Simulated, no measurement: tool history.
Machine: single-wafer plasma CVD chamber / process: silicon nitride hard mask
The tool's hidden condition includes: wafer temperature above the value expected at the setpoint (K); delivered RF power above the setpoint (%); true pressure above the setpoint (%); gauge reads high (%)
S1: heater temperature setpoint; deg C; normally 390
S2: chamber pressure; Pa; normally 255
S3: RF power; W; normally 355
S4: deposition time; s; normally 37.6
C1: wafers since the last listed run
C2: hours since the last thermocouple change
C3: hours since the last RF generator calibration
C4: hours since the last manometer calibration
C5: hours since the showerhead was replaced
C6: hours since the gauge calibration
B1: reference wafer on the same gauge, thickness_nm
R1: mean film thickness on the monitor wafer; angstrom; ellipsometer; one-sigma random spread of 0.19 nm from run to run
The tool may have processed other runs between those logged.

{"run": 1, "hour": 0.0, "S1": 390, "S2": 255, "S3": 355, "S4": 37.6, "C1": 0, "C2": 1170.8, "C3": 2286.9, "C4": 2559.9, "C5": 7958.6, "C6": 78.6, "B1": 53.105, "R1": 530.48}
{"run": 2, "hour": 13.7, "S1": 390, "S2": 255, "S3": 355, "S4": 37.6, "C1": 439, "C2": 1184.5, "C3": 2300.6, "C4": 2573.6, "C5": 7972.3, "C6": 92.3, "B1": 53.209, "R1": 526.44}
{"run": 3, "hour": 30.3, "S1": 390, "S2": 255, "S3": 355, "S4": 37.6, "C1": 532, "C2": 1201.1, "C3": 2317.2, "C4": 2590.2, "C5": 7988.9, "C6": 108.9, "B1": 53.244, "R1": 524.54}
{"run": 4, "hour": 42.0, "S1": 390, "S2": 255, "S3": 355, "S4": 37.6, "C1": 375, "C2": 1212.8, "C3": 2328.9, "C4": 2601.9, "C5": 8000.6, "C6": 120.6, "B1": 53.221, "R1": 528.94}
{"hour": 50.6, "done": "RF generator calibrated"}
{"run": 5, "hour": 54.7, "S1": 390, "S2": 255, "S3": 355, "S4": 37.6, "C1": 150, "C2": 1225.5, "C3": 4.1, "C4": 2614.6, "C5": 8013.3, "C6": 133.3, "B1": 53.217, "R1": 526.57}
{"run": 6, "hour": 62.6, "S1": 390, "S2": 255, "S3": 355, "S4": 43.2, "C1": 253, "C2": 1233.4, "C3": 12.0, "C4": 2622.5, "C5": 8021.2, "C6": 141.2, "B1": 53.244, "R1": 602.5}
{"run": 7, "hour": 79.3, "S1": 390, "S2": 255, "S3": 355, "S4": 43.2, "C1": 535, "C2": 1250.1, "C3": 28.7, "C4": 2639.2, "C5": 8037.9, "C6": 157.9, "B1": 53.221, "R1": 604.25}
{"hour": 87.6, "done": "thermocouple changed; heater temperature recalibrated"}
{"run": 8, "hour": 90.5, "S1": 390, "S2": 277, "S3": 330, "S4": 31.9, "C1": 102, "C2": 2.9, "C3": 39.9, "C4": 2650.4, "C5": 8049.1, "C6": 169.1, "B1": 53.196, "R1": 441.13}
{"run": 9, "hour": 102.1, "S1": 397, "S2": 255, "S3": 355, "S4": 37.6, "C1": 372, "C2": 14.5, "C3": 51.5, "C4": 2662.0, "C5": 8060.7, "C6": 180.7, "B1": 53.116, "R1": 529.63}
{"hour": 105.5, "done": "gauge calibrated"}
{"hour": 115.5, "done": "showerhead replaced"}
{"run": 10, "hour": 116.0, "S1": 390, "S2": 255, "S3": 355, "S4": 37.6, "C1": 189, "C2": 28.4, "C3": 65.4, "C4": 2675.9, "C5": 0.5, "C6": 10.5, "B1": 53.201, "R1": 528.13}
{"hour": 129.3, "done": "capacitance manometer re-zeroed and calibrated"}
{"run": 11, "hour": 129.8, "S1": 390, "S2": 313, "S3": 355, "S4": 37.6, "C1": 186, "C2": 42.2, "C3": 79.2, "C4": 0.5, "C5": 14.3, "C6": 24.3, "B1": 53.183, "R1": 570.36}
{"run": 12, "hour": 135.9, "S1": 390, "S2": 201, "S3": 355, "S4": 37.6, "C1": 195, "C2": 48.3, "C3": 85.3, "C4": 6.6, "C5": 20.4, "C6": 30.4, "B1": 53.215, "R1": 465.26}
{"run": 13, "hour": 142.7, "S1": 390, "S2": 255, "S3": 355, "S4": 37.6, "C1": 218, "C2": 55.1, "C3": 92.1, "C4": 13.4, "C5": 27.2, "C6": 37.2, "B1": 53.162, "R1": 525.27}
{"run": 14, "hour": 156.1, "S1": 390, "S2": 301, "S3": 300, "S4": 44.8, "C1": 429, "C2": 68.5, "C3": 105.5, "C4": 26.8, "C5": 40.6, "C6": 50.6, "B1": 53.154, "R1": 589.7}
{"run": 15, "hour": 164.2, "S1": 390, "S2": 229, "S3": 375, "S4": 37.6, "C1": 259, "C2": 76.6, "C3": 113.6, "C4": 34.9, "C5": 48.7, "C6": 58.7, "B1": 53.222, "R1": 521.57}

3 ways to go on from here, each from the tool as it stands after run 15. What would each give?
{"run": "A", "hour": 164.6, "S1": 390, "S2": 255, "S3": 355, "S4": 37.6, "C1": 12, "C2": 77.0, "C3": 114.0, "C4": 35.3, "C5": 49.1, "C6": 59.1, "B1": "?", "R1": "?"}
{"run": "B", "hour": 164.6, "S1": 399, "S2": 216, "S3": 400, "S4": 30.1, "C1": 12, "C2": 77.0, "C3": 114.0, "C4": 35.3, "C5": 49.1, "C6": 59.1, "B1": "?", "R1": "?"}
{"run": "C", "hour": 164.6, "S1": 390, "S2": 255, "S3": 385, "S4": 34.1, "C1": 12, "C2": 77.0, "C3": 114.0, "C4": 35.3, "C5": 49.1, "C6": 59.1, "B1": "?", "R1": "?"}

run=A B1=53.216 R1=525.62
run=B B1=53.216 R1=419.40
run=C B1=53.216 R1=504.87
The same runs, with their run-to-run variation unchanged, on a tool lacking any hidden condition would have given:
run=A R1=525.62
run=B R1=419.40
run=C R1=504.87

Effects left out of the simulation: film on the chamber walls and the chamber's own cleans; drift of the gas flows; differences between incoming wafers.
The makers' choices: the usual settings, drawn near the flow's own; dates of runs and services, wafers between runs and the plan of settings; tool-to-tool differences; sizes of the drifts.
